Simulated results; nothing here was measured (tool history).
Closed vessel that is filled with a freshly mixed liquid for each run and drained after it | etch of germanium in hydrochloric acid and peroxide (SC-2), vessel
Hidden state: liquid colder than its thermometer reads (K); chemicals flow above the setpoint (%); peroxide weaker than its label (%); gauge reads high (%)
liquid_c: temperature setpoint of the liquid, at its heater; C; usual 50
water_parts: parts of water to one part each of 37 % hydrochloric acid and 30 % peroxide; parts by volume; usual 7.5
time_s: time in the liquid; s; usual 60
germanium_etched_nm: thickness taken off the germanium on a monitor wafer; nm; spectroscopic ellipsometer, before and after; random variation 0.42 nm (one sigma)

| run | day | liquid_c | water_parts | time_s | wafers since the last listed run | hours since the thermometer was replaced | hours since the chemicals flow meter was replaced | hours since the drum of peroxide was connected | hours since the gauge calibration | read-back film thickness of the germanium reference wafer, read on the same gauge (nm) | germanium_etched_nm |
|---|---|---|---|---|---|---|---|---|---|---|---|
| 1 | 0 | 50 | 7.5 | 60 | 0 | 861.1 | 953.3 | 425.7 | 385.4 | 140.02 | 206.93 |
| 2 | 1.379 | 50 | 7.5 | 60 | 4304 | 894.2 | 986.4 | 458.8 | 418.5 | 139.95 | 206.53 |
| 3 | 2.233 | 50 | 7.5 | 60 | 2666 | 914.7 | 1006.9 | 479.3 | 439 | 140 | 206.44 |
| 4 | 2.925 | 50 | 7.5 | 40 | 2158 | 931.3 | 1023.5 | 495.9 | 455.6 | 139.99 | 137.45 |
| 5 | 3.533 | 50 | 7.5 | 60 | 1898 | 945.9 | 1038.1 | 510.5 | 470.2 | 140 | 206.13 |
| 6 | 4.146 | 50 | 7.5 | 60 | 1911 | 960.6 | 1052.8 | 525.2 | 484.9 | 139.97 | 205.39 |
| 7 | 5.388 | 50 | 7.5 | 60 | 3875 | 990.4 | 1082.6 | 555 | 514.7 | 140.06 | 205.28 |
| 8 | 6.267 | 50 | 7.5 | 60 | 2744 | 1011.5 | 1103.7 | 576.1 | 535.8 | 140.01 | 206.14 |
| 9 | 7.058 | 50 | 7.5 | 60 | 2471 | 1030.5 | 1122.7 | 595.1 | 554.8 | 140.04 | 205.84 |
| 10 | 7.671 | 50 | 7.5 | 60 | 1911 | 1045.2 | 1137.4 | 609.8 | 569.5 | 140 | 206.11 |
| 11 | 8.65 | 50 | 7.5 | 60 | 3056 | 1068.7 | 1160.9 | 633.3 | 593 | 140.02 | 205.17 |
| 12 | 10.121 | 50 | 7.5 | 60 | 4590 | 1104 | 1196.2 | 668.6 | 628.3 | 139.99 | 205.2 |
| 13 | 10.867 | 53.5 | 7.5 | 60 | 2327 | 1121.9 | 1214.1 | 686.5 | 646.2 | 139.95 | 229.69 |
|  | 10.958 | gauge calibrated |
| 14 | 11.846 | 53.5 | 7.5 | 60 | 3056 | 1145.4 | 1237.6 | 710 | 21.3 | 140 | 229.35 |
| 15 | 12.367 | 50 | 7.5 | 60 | 1625 | 1157.9 | 1250.1 | 722.5 | 33.8 | 140 | 206.03 |
| 16 | 13.725 | 46.5 | 4.5 | 45 | 4239 | 1190.5 | 1282.7 | 755.1 | 66.4 | 139.99 | 140.22 |
|  | 13.967 | new drum of peroxide connected |
| 17 | 15.108 | 60 | 6 | 30 | 4187 | 1223.7 | 1315.9 | 27.4 | 99.6 | 139.99 | 142.08 |
| 18 | 15.883 | 50 | 7.5 | 60 | 2418 | 1242.3 | 1334.5 | 46 | 118.2 | 139.99 | 206.06 |
|  | 16.504 | chemicals flow meter replaced |
| 19 | 16.912 | 47 | 10 | 50 | 3082 | 1267 | 9.8 | 70.7 | 142.9 | 139.95 | 152.94 |
| 20 | 18.129 | 50 | 7.5 | 60 | 3797 | 1296.2 | 39 | 99.9 | 172.1 | 140 | 205.09 |
|  | 18.358 | thermometer replaced |
| 21 | 18.942 | 43.5 | 7.5 | 60 | 2405 | 14 | 58.5 | 119.4 | 191.6 | 139.97 | 170.35 |
| 22 | 19.679 | 50 | 7.5 | 60 | 2301 | 31.7 | 76.2 | 137.1 | 209.3 | 140 | 209.92 |
| 23 | 21.125 | 40.5 | 11 | 90 | 4512 | 66.4 | 110.9 | 171.8 | 244 | 140.01 | 224.59 |
| 24 | 21.779 | 40 | 10.5 | 30 | 2041 | 82.1 | 126.6 | 187.5 | 259.7 | 139.98 | 74.11 |
| 25 | 22.775 | 46 | 4 | 50 | 3108 | 106 | 150.5 | 211.4 | 283.6 | 140.05 | 156.93 |
| 26 | 24.021 | 50 | 7.5 | 60 | 3888 | 135.9 | 180.4 | 241.3 | 313.5 | 140 | 209.69 |
| 27 | 24.704 | 50 | 7.5 | 60 | 2132 | 152.3 | 196.8 | 257.7 | 329.9 | 140 | 210.06 |
| 28 | 25.754 | 50 | 7.5 | 60 | 3277 | 177.5 | 222 | 282.9 | 355.1 | 140.03 | 210.62 |
| 29 | 26.908 | 42 | 7.5 | 40 | 3602 | 205.2 | 249.7 | 310.6 | 382.8 | 140.02 | 107.76 |
| 30 | 28.625 | 58 | 9.5 | 60 | 5358 | 246.4 | 290.9 | 351.8 | 424 | 140 | 262.59 |
| 31 | 29.354 | 44.5 | 11 | 50 | 2275 | 263.9 | 308.4 | 369.3 | 441.5 | 140.06 | 141.67 |

The same runs without the tool's hidden state, with the same run-to-run variation:
| run | germanium_etched_nm |
|---|---|
| 1 | 211.57 |
| 2 | 211.36 |
| 3 | 211.43 |
| 4 | 140.84 |
| 5 | 211.31 |
| 6 | 210.58 |
| 7 | 210.66 |
| 8 | 211.73 |
| 9 | 211.52 |
| 10 | 211.89 |
| 11 | 211.05 |
| 12 | 211.34 |
| 13 | 236.62 |
| 14 | 236.4 |
| 15 | 212.51 |
| 16 | 144.44 |
| 17 | 145.63 |
| 18 | 211.63 |
| 19 | 157.29 |
| 20 | 211 |
| 21 | 170.92 |
| 22 | 210.73 |
| 23 | 225.83 |
| 24 | 74.54 |
| 25 | 157.73 |
| 26 | 211.09 |
| 27 | 211.57 |
| 28 | 212.32 |
| 29 | 108.72 |
| 30 | 265.47 |
| 31 | 143.4 |
